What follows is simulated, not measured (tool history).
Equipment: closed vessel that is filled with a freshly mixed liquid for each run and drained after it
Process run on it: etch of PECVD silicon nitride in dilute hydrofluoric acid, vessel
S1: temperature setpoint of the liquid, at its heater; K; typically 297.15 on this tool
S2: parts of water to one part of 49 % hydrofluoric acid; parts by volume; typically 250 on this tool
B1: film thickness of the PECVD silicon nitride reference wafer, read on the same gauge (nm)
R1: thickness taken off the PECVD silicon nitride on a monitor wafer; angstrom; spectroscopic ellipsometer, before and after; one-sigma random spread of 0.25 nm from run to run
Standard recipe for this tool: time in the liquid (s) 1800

run 1 hour=0 | S1=294.65 S2=330 time_in_the_liquid_(s)=1800 | B1=100.02 | R1=271.3
run 2 hour=37.2 | S1=294.65 S2=330 time_in_the_liquid_(s)=1800 | B1=99.99 | R1=271.5
run 3 hour=94.4 | S1=294.65 S2=330 time_in_the_liquid_(s)=1800 | B1=100.01 | R1=276.4
run 4 hour=163.3 | S1=297.15 S2=250 time_in_the_liquid_(s)=2440 | B1=100.01 | R1=583.5
run 5 hour=207.2 | S1=297.15 S2=250 time_in_the_liquid_(s)=2440 | B1=100.01 | R1=578.2
run 6 hour=235 | S1=297.15 S2=250 time_in_the_liquid_(s)=2440 | B1=99.98 | R1=579.8
run 7 hour=264.6 | S1=295.65 S2=250 time_in_the_liquid_(s)=1800 | B1=100.01 | R1=393.8
run 8 hour=295.1 | S1=297.15 S2=250 time_in_the_liquid_(s)=1800 | B1=100 | R1=431.9
run 9 hour=324.9 | S1=297.15 S2=250 time_in_the_liquid_(s)=1800 | B1=99.98 | R1=434.2
-- hour=353 hydrofluoric acid flow meter replaced
run 10 hour=365.1 | S1=297.15 S2=250 time_in_the_liquid_(s)=1800 | B1=100 | R1=421.7
run 11 hour=506 | S1=297.15 S2=250 time_in_the_liquid_(s)=1800 | B1=100 | R1=426.8
run 12 hour=566.2 | S1=297.15 S2=250 time_in_the_liquid_(s)=1800 | B1=100.02 | R1=429.7
run 13 hour=595.9 | S1=297.15 S2=250 time_in_the_liquid_(s)=1800 | B1=99.98 | R1=433.2
run 14 hour=637.3 | S1=297.15 S2=250 time_in_the_liquid_(s)=1800 | B1=99.99 | R1=432.8
run 15 hour=670.3 | S1=297.15 S2=250 time_in_the_liquid_(s)=1800 | B1=99.99 | R1=443.2
run 16 hour=697.4 | S1=297.15 S2=250 time_in_the_liquid_(s)=1800 | B1=99.98 | R1=435.8
-- hour=701.7 gauge calibrated
run 17 hour=740.4 | S1=297.15 S2=190 time_in_the_liquid_(s)=1085 | B1=100.02 | R1=346.3
run 18 hour=800.1 | S1=294.65 S2=205 time_in_the_liquid_(s)=1280 | B1=100 | R1=328
run 19 hour=837.1 | S1=297.15 S2=250 time_in_the_liquid_(s)=1515 | B1=99.98 | R1=372.5
run 20 hour=900.8 | S1=297.15 S2=250 time_in_the_liquid_(s)=2745 | B1=100 | R1=681.6
-- hour=920.9 hydrofluoric acid flow meter replaced
run 21 hour=938.6 | S1=298.65 S2=340 time_in_the_liquid_(s)=2195 | B1=100.01 | R1=423.7
-- hour=976.5 thermometer replaced
run 22 hour=979 | S1=295.65 S2=250 time_in_the_liquid_(s)=2475 | B1=100.03 | R1=471.7
run 23 hour=1045.9 | S1=297.15 S2=250 time_in_the_liquid_(s)=1800 | B1=100.01 | R1=380
run 24 hour=1107.4 | S1=298.65 S2=370 time_in_the_liquid_(s)=965 | B1=100 | R1=154.2
run 25 hour=1141.6 | S1=297.15 S2=250 time_in_the_liquid_(s)=1800 | B1=100 | R1=387.7
run 26 hour=1189.1 | S1=300.65 S2=250 time_in_the_liquid_(s)=1210 | B1=100.01 | R1=324.4
run 27 hour=1213.3 | S1=302.15 S2=250 time_in_the_liquid_(s)=2765 | B1=99.99 | R1=825.5
run 28 hour=1244.8 | S1=297.15 S2=250 time_in_the_liquid_(s)=1800 | B1=100.01 | R1=395.9
run 29 hour=1288.3 | S1=297.15 S2=250 time_in_the_liquid_(s)=2440 | B1=99.99 | R1=534.2
run 30 hour=1339.1 | S1=297.15 S2=325 time_in_the_liquid_(s)=2625 | B1=99.99 | R1=447.5
run 31 hour=1374.6 | S1=297.15 S2=250 time_in_the_liquid_(s)=1800 | B1=100 | R1=398.2
run 32 hour=1425.5 | S1=297.15 S2=250 time_in_the_liquid_(s)=1800 | B1=100.01 | R1=405.3

Each row is a separate what-if for the run after 32, all from the same tool condition, not one after another. Results?
run A hour=1426.7 | S1=297.15 S2=250 time_in_the_liquid_(s)=1800 | B1=? | R1=?
run B hour=1426.7 | S1=297.15 S2=250 time_in_the_liquid_(s)=2400 | B1=? | R1=?
run C hour=1426.7 | S1=297.15 S2=335 time_in_the_liquid_(s)=2730 | B1=? | R1=?

run=A B1=100 R1=401.2
run=B B1=100 R1=534.9
run=C B1=100 R1=454.7
With no hidden state in the tool, these same runs would have given:
run=A R1=369
run=B R1=492
run=C R1=418.8

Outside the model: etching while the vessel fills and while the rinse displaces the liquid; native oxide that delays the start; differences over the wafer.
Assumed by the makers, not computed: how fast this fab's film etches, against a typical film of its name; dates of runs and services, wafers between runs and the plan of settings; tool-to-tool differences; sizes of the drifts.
